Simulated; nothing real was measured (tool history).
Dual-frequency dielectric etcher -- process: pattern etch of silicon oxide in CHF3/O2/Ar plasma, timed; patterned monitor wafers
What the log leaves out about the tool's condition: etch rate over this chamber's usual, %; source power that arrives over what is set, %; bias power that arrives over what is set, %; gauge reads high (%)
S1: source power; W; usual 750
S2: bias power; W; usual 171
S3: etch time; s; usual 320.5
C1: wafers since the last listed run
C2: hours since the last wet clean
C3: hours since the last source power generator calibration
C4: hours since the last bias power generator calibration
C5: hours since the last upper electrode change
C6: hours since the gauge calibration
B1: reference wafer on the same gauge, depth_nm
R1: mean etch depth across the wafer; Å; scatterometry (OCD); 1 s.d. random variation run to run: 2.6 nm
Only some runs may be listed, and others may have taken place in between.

run,hour,S1,S2,S3,C1,C2,C3,C4,C5,C6,B1,R1
1,0,750,191,272,0,490.2,1838.6,1944,1551.8,2708.5,582.7,6001
2,194.9,750,171,320.5,955,685.1,2033.5,2138.9,1746.7,2903.4,582,6792
# hour 276.5: wet clean of the chamber
3,277,750,171,320.5,284,0.5,2115.6,2221,1828.8,2985.5,581.6,6913
4,296.5,750,171,380.5,95,20,2135.1,2240.5,1848.3,3005,582.1,8269
5,348.7,820,171,261.5,255,72.2,2187.3,2292.7,1900.5,3057.2,583.1,5847
# hour 559: gauge calibrated
6,564.8,750,171,271,1059,288.3,2403.4,2508.8,2116.6,5.8,582.3,5772
7,602.7,750,138,251,185,326.2,2441.3,2546.7,2154.5,43.7,581.8,4969
8,685.5,750,171,320.5,405,409,2524.1,2629.5,2237.3,126.5,581.5,6750
9,746.4,830,171,377,298,469.9,2585,2690.4,2298.2,187.4,581.4,8249
10,787.1,620,199,245.5,199,510.6,2625.7,2731.1,2338.9,228.1,582.2,5077
11,858,750,171,320.5,347,581.5,2696.6,2802,2409.8,299,581.1,6698
# hour 954.5: wet clean of the chamber
12,955,750,131,383,357,0.5,2793.6,2899,2506.8,396,583.2,7669
13,1039.1,750,171,320.5,412,84.6,2877.7,2983.1,2590.9,480.1,582.3,6914
# hour 1140.7: upper electrode replaced
14,1141.2,870,187,365.5,382,186.7,2979.8,3085.2,0.5,582.2,580.8,8518
15,1227.4,830,208,365,422,272.9,3066,3171.4,86.7,668.4,581,8661
# hour 1280.1: source power generator calibrated
# hour 1284.1: bias power generator calibrated
16,1321.5,750,171,320.5,422,367,41.4,37.4,180.8,762.5,581.7,6938
17,1413,860,213,283,448,458.5,132.9,128.9,272.3,854,581.7,6894
18,1449.2,750,211,270,177,494.7,169.1,165.1,308.5,890.2,581.1,6233
# hour 1543: wet clean of the chamber
19,1544.3,750,187,320.5,348,1.3,264.2,260.2,403.6,985.3,581.7,7321
20,1755.6,750,171,292.5,1035,212.6,475.5,471.5,614.9,1196.6,581.9,6366
21,1836.1,910,171,369.5,394,293.1,556,552,695.4,1277.1,582.2,8632
22,1935.5,750,171,292.5,487,392.5,655.4,651.4,794.8,1376.5,581.8,6321
23,1980.2,610,193,397,219,437.2,700.1,696.1,839.5,1421.2,582.9,8269
24,2046.2,830,208,365,323,503.2,766.1,762.1,905.5,1487.2,582.6,8663
25,2146,870,171,225,489,603,865.9,861.9,1005.3,1587,581.9,5075
# hour 2213.8: wet clean of the chamber
26,2276,750,171,320.5,519,62.2,995.9,991.9,1135.3,1717,580.5,6999
27,2363,750,214,251.5,426,149.2,1082.9,1078.9,1222.3,1804,580.8,5950
28,2420.4,750,186,364.5,281,206.6,1140.3,1136.3,1279.7,1861.4,583,8151
29,2515.3,750,189,288.5,465,301.5,1235.2,1231.2,1374.6,1956.3,581.2,6469

List, for all runs, the conditions of the tool that the log does not record:
bias power that arrives over what is set, %: 0 across all the runs
gauge reads high (%): 0 across all the runs
H1: etch rate over this chamber's usual, %
H2: source power that arrives over what is set, %
run,H1,H2
1,-2.75,-1.63
2,-3.74,-2.09
3,-0.813,-2.29
4,-0.912,-2.34
5,-1.18,-2.48
6,-2.28,-3.08
7,-2.47,-3.19
8,-2.89,-3.43
9,-3.2,-3.62
10,-3.4,-3.75
11,-3.76,-3.98
12,0.0203,-4.3
13,-0.407,-4.58
14,-0.926,-4.95
15,-1.36,-5.26
16,-1.84,0.0211
17,-2.31,0.0115
18,-2.49,0.00492
19,0.0394,-0.0199
20,-1.03,-0.114
21,-1.44,-0.164
22,-1.95,-0.237
23,-2.18,-0.273
24,-2.51,-0.331
25,-3.02,-0.429
26,-0.172,-0.575
27,-0.614,-0.684
28,-0.905,-0.761
29,-1.39,-0.897
